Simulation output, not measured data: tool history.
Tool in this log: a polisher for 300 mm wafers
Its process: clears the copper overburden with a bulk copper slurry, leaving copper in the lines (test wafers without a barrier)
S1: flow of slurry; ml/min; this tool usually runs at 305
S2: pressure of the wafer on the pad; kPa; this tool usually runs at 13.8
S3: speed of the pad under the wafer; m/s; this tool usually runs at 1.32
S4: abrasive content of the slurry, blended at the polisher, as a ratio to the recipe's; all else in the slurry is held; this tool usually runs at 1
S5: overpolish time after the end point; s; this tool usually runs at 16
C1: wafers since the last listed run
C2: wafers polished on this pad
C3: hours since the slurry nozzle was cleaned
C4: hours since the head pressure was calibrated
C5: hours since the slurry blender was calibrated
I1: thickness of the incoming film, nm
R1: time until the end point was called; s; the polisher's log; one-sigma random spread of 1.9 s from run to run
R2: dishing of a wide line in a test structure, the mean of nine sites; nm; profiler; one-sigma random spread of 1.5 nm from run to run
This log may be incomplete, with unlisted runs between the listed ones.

run    hour   S1    S2    S3   S4  S5   C1    C2     C3      C4     C5      I1     R1    R2
  1       0  305  13.8  1.32    1  16    0   303  585.7   457.8  211.9    1064  113.6  68.6
  2    58.2  370  13.8  1.32    1  11  309   612  643.9     516  270.1  1069.9  115.1  57.7
  3   102.8  370  13.8  1.32    1  11  237   849  688.5   560.6  314.7  1061.2  108.1  56.2
  4   140.3  305  13.8  1.32    1  16  199  1049    726   598.1  352.2  1058.6    117  69.4
  5   178.9  305  13.8  1.32    1  16  205  1254  764.6   636.7  390.8  1069.8  115.2  68.7
      188.7  -- worn pad replaced by a new one
        200  -- slurry blender recalibrated
  6   226.1  305  13.8  1.32    1  16  219   188  811.8   683.9   26.1  1059.7  114.5    70
  7   253.7  305  13.8  1.32    1  16  146   334  839.4   711.5   53.7  1070.8  116.5  67.7
      287.2  -- slurry nozzle cleaned
  8   315.2  305  13.8  1.32    1  16  321   656     28     773  115.2  1065.4  113.8  70.9
  9   378.5  305  13.8  1.32    1  16  336   993   91.3   836.3  178.5  1050.5  110.4  68.8
 10   411.2  305  13.8  1.32    1  16  173  1167    124     869  211.2  1070.5    111  69.4
      454.3  -- worn pad replaced by a new one
 11   470.3  305  13.8  1.32    1  16  292    85  183.1   928.1  270.3  1062.8  111.9  70.9
 12     521  305  13.8  1.32    1  16  269   354  233.8   978.8    321  1054.9  110.2  69.1
 13   580.9  390  13.8  1.32    1  16  318   673  293.7  1038.7  380.9  1069.8  110.4    70
 14   606.3  370  13.8  1.32    1  11  135   808  319.1  1064.1  406.3  1051.8  107.8  58.5
 15   653.9  250  15.9  1.32  0.9  16  253  1061  366.7  1111.7  453.9  1049.1  104.2  74.5
      665.3  -- slurry blender recalibrated
      694.5  -- worn pad replaced by a new one
 16   719.2  305  13.8  1.72  0.7  16  315   131    432    1177   53.9  1085.1  102.1  74.1
 17   781.8  305  13.8  1.02    1   8  332   464  494.6  1239.6  116.5  1088.5  149.2  38.3
      808.7  -- head pressure recalibrated
 18   811.5  305  13.8  1.32    1  11  147   611  524.3     2.8  146.2  1071.6  116.8  56.6
 19   886.9  305  13.8  1.32    1  16  400  1012  599.7    78.2  221.6  1078.7  116.9  71.3
      953.3  -- worn pad replaced by a new one
 20   972.6  205  17.9  1.58  0.9  16  434   102  685.4   163.9  307.3  1067.1   82.4  79.9
      996.5  -- slurry nozzle cleaned
 21  1040.4  305  13.8  1.32    1  16  355   458   43.9   231.7  375.1  1074.4  109.2  70.7
 22  1094.8  240  17.9   1.7  0.8  16  289   747   98.3   286.1  429.5  1055.2   73.3  87.1
 23  1166.4  305  11.7  1.32  1.3  16  380  1127  169.9   357.7  501.1  1079.5    119  64.6
     1182.1  -- slurry blender recalibrated
     1208.6  -- worn pad replaced by a new one
 24  1291.4  305  16.5  1.32    1  19  632   440  294.9   482.7  109.3  1088.8   96.1  81.1
 25  1337.7  235  13.8  1.32  1.2  16  246   686  341.2     529  155.6  1065.6  108.4  71.1

What the log doesn't show, run by run:
removal rate lost through wear of the pad, %: 0, the same for each run
deviation of the head's pressure from its setpoint, %: 0, the same for each run
abrasive missing from the slurry, %: 0, the same for each run
H1: slurry flow missing at the pad, %
run    H1
  1  32.9
  2  35.8
  3  38.1
  4    40
  5    42
  6  44.4
  7  45.8
  8  5.68
  9  8.89
 10  10.6
 11  13.5
 12  16.1
 13  19.2
 14  20.4
 15  22.9
 16  26.2
 17  29.3
 18  30.9
 19  34.7
 20    39
 21  2.42
 22  5.18
 23  8.81
 24  15.2
 25  17.5
